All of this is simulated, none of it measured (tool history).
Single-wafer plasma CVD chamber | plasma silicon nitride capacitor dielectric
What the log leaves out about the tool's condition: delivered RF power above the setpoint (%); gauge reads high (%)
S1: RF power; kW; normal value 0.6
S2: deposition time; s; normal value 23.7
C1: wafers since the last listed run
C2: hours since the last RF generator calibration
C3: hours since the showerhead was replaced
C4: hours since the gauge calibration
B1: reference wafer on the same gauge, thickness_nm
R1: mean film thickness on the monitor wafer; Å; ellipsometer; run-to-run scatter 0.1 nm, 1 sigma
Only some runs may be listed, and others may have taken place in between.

{"run": 1, "day": 0.0, "S1": 0.6, "S2": 23.7, "C1": 0, "C2": 1558.1, "C3": 2931.7, "C4": 366.7, "B1": 32.441, "R1": 331.87}
{"run": 2, "day": 1.5, "S1": 0.6, "S2": 23.7, "C1": 563, "C2": 1594.1, "C3": 2967.7, "C4": 402.7, "B1": 32.467, "R1": 332.32}
{"run": 3, "day": 2.992, "S1": 0.6, "S2": 23.7, "C1": 560, "C2": 1629.9, "C3": 3003.5, "C4": 438.5, "B1": 32.48, "R1": 331.43}
{"run": 4, "day": 7.0, "S1": 0.6, "S2": 23.7, "C1": 1505, "C2": 1726.1, "C3": 3099.7, "C4": 534.7, "B1": 32.505, "R1": 333.08}
{"run": 5, "day": 7.567, "S1": 0.6, "S2": 22, "C1": 212, "C2": 1739.7, "C3": 3113.3, "C4": 548.3, "B1": 32.531, "R1": 309.48}
{"run": 6, "day": 8.154, "S1": 0.6, "S2": 22, "C1": 220, "C2": 1753.8, "C3": 3127.4, "C4": 562.4, "B1": 32.536, "R1": 310.7}
{"run": 7, "day": 9.083, "S1": 0.6, "S2": 23.7, "C1": 348, "C2": 1776.1, "C3": 3149.7, "C4": 584.7, "B1": 32.522, "R1": 335.31}
{"day": 10.979, "done": "gauge calibrated"}
{"day": 13.092, "done": "showerhead replaced"}
{"run": 8, "day": 13.446, "S1": 0.6, "S2": 23.7, "C1": 1512, "C2": 1880.8, "C3": 8.5, "C4": 59.2, "B1": 31.932, "R1": 328.97}
{"run": 9, "day": 14.012, "S1": 0.6, "S2": 23.7, "C1": 212, "C2": 1894.4, "C3": 22.1, "C4": 72.8, "B1": 31.974, "R1": 326.18}
{"run": 10, "day": 14.958, "S1": 0.6, "S2": 23.7, "C1": 355, "C2": 1917.1, "C3": 44.8, "C4": 95.5, "B1": 32.006, "R1": 329.64}
{"day": 15.629, "done": "RF generator calibrated"}
{"run": 11, "day": 15.65, "S1": 0.6, "S2": 23.7, "C1": 134, "C2": 0.5, "C3": 61.4, "C4": 112.1, "B1": 32.059, "R1": 326.26}
{"run": 12, "day": 16.292, "S1": 0.6, "S2": 23.7, "C1": 240, "C2": 15.9, "C3": 76.8, "C4": 127.5, "B1": 32.095, "R1": 328.58}
{"run": 13, "day": 17.067, "S1": 0.6, "S2": 22, "C1": 290, "C2": 34.5, "C3": 95.4, "C4": 146.1, "B1": 32.141, "R1": 305.52}
{"run": 14, "day": 17.875, "S1": 0.6, "S2": 22, "C1": 303, "C2": 53.9, "C3": 114.8, "C4": 165.5, "B1": 32.188, "R1": 307.52}
{"run": 15, "day": 19.146, "S1": 0.655, "S2": 22.1, "C1": 477, "C2": 84.4, "C3": 145.3, "C4": 196, "B1": 32.214, "R1": 316.16}
{"run": 16, "day": 20.529, "S1": 0.665, "S2": 25.9, "C1": 519, "C2": 117.6, "C3": 178.5, "C4": 229.2, "B1": 32.266, "R1": 376.39}
{"run": 17, "day": 21.467, "S1": 0.52, "S2": 25.9, "C1": 352, "C2": 140.1, "C3": 201, "C4": 251.7, "B1": 32.3, "R1": 347.55}
{"run": 18, "day": 24.158, "S1": 0.655, "S2": 19.5, "C1": 1010, "C2": 204.7, "C3": 265.6, "C4": 316.3, "B1": 32.359, "R1": 281.04}
{"run": 19, "day": 24.996, "S1": 0.6, "S2": 23.7, "C1": 314, "C2": 224.8, "C3": 285.7, "C4": 336.4, "B1": 32.339, "R1": 328.96}
{"run": 20, "day": 28.312, "S1": 0.6, "S2": 23.7, "C1": 1245, "C2": 304.4, "C3": 365.3, "C4": 416, "B1": 32.422, "R1": 330.88}
{"run": 21, "day": 29.508, "S1": 0.665, "S2": 20.7, "C1": 449, "C2": 333.1, "C3": 394, "C4": 444.7, "B1": 32.433, "R1": 299.31}
{"run": 22, "day": 30.912, "S1": 0.69, "S2": 22.2, "C1": 527, "C2": 366.8, "C3": 427.7, "C4": 478.4, "B1": 32.474, "R1": 325.9}
{"run": 23, "day": 32.3, "S1": 0.52, "S2": 25.9, "C1": 520, "C2": 400.1, "C3": 461, "C4": 511.7, "B1": 32.479, "R1": 346.54}
{"run": 24, "day": 33.021, "S1": 0.705, "S2": 20.1, "C1": 270, "C2": 417.4, "C3": 478.3, "C4": 529, "B1": 32.473, "R1": 297.63}
{"run": 25, "day": 33.821, "S1": 0.535, "S2": 23.7, "C1": 300, "C2": 436.6, "C3": 497.5, "C4": 548.2, "B1": 32.462, "R1": 319.27}

Describe how what the log doesn't record of the tool's condition differs between the last listed run preceding each entry between runs and the first listed run following it.
Run 7 -> run 8: gauge calibrated (day 10.979); showerhead replaced (day 13.092)
  gauge reads high (%): 2.35 -> 0.433
  difference, measured minus the result without the unlogged condition, R1: +7.69 -> +1.42 Å
Run 10 -> run 11: RF generator calibrated (day 15.629)
  gauge reads high (%): 0.705 -> 0.816
  difference, measured minus the result without the unlogged condition, R1: +2.31 -> +2.64 Å
